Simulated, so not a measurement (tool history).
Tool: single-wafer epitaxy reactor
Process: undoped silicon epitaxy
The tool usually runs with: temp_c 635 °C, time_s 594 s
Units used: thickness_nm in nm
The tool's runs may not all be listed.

run	hour	temp_c	time_s	wafers since the last listed run	hours since the last pyrometer calibration	hours since the gauge calibration	read-back reference wafer on the same gauge, thickness_nm	thickness_nm
1	0	635	594	0	1364.7	854.9	66.433	72.209
2	48.7	635	594	131	1413.4	903.6	66.37	71.128
3	97.8	635	594	132	1462.5	952.7	66.39	70.796
# hour 145.4: gauge calibrated
4	152.8	641	594	148	1517.5	7.4	66.389	82.957
5	182	641	594	79	1546.7	36.6	66.368	82.577
6	246.6	641	594	174	1611.3	101.2	66.393	82.808
7	275.5	635	568	78	1640.2	130.1	66.474	67.818
8	328.9	635	594	144	1693.6	183.5	66.374	71.204
9	392.5	635	670	172	1757.2	247.1	66.339	80.327
10	443.4	635	594	137	1808.1	298	66.401	70.804
11	494.2	635	594	137	1858.9	348.8	66.403	71.389
12	544.9	635	594	137	1909.6	399.5	66.452	70.611
13	601.6	635	633	153	1966.3	456.2	66.393	75.447
14	645.6	635	633	119	2010.3	500.2	66.369	75.644
15	683.6	635	638	102	2048.3	538.2	66.348	76.703
16	723	635	638	106	2087.7	577.6	66.423	75.494
# hour 772.6: pyrometer calibrated
17	781.2	635	638	135	8.6	635.8	66.455	80.62
18	841.8	635	594	164	69.2	696.4	66.396	74.623
19	871.4	635	594	80	98.8	726	66.43	75.03
20	916.5	635	594	122	143.9	771.1	66.51	74.375
21	967.8	647	594	138	195.2	822.4	66.393	99.593
22	1000.5	645	517	88	227.9	855.1	66.449	82.396
23	1134.8	648	671	363	362.2	989.4	66.403	113.534
24	1178.2	624	594	117	405.6	1032.8	66.382	56.009
# hour 1214.1: gauge calibrated
25	1233.7	635	698	150	461.1	19.6	66.332	86.026
26	1289.8	635	594	151	517.2	75.7	66.433	72.97
27	1321.6	629	540	86	549	107.5	66.402	57.26
28	1366	630	527	120	593.4	151.9	66.365	56.926
29	1421.8	635	638	151	649.2	207.7	66.387	78.258
30	1491.8	635	594	189	719.2	277.7	66.442	72.266
31	1539.8	643	704	130	767.2	325.7	66.412	104.53
32	1604.8	635	698	176	832.2	390.7	66.385	85.102
33	1658.5	640	677	145	885.9	444.4	66.396	93.435
34	1698	626	533	106	925.4	483.9	66.377	51.487
35	1765.5	635	656	182	992.9	551.4	66.466	79.131
36	1830.9	626	477	177	1058.3	616.8	66.395	46.031

Estimate the outcome of run 37 from the log above:
37	1887.6	629	542	153	1115	673.5	?	?

read-back reference wafer on the same gauge, thickness_nm: 66.371
thickness_nm: 55.951 nm
Had the tool carried no hidden state, the very same run would have given thickness_nm 58.491 nm.
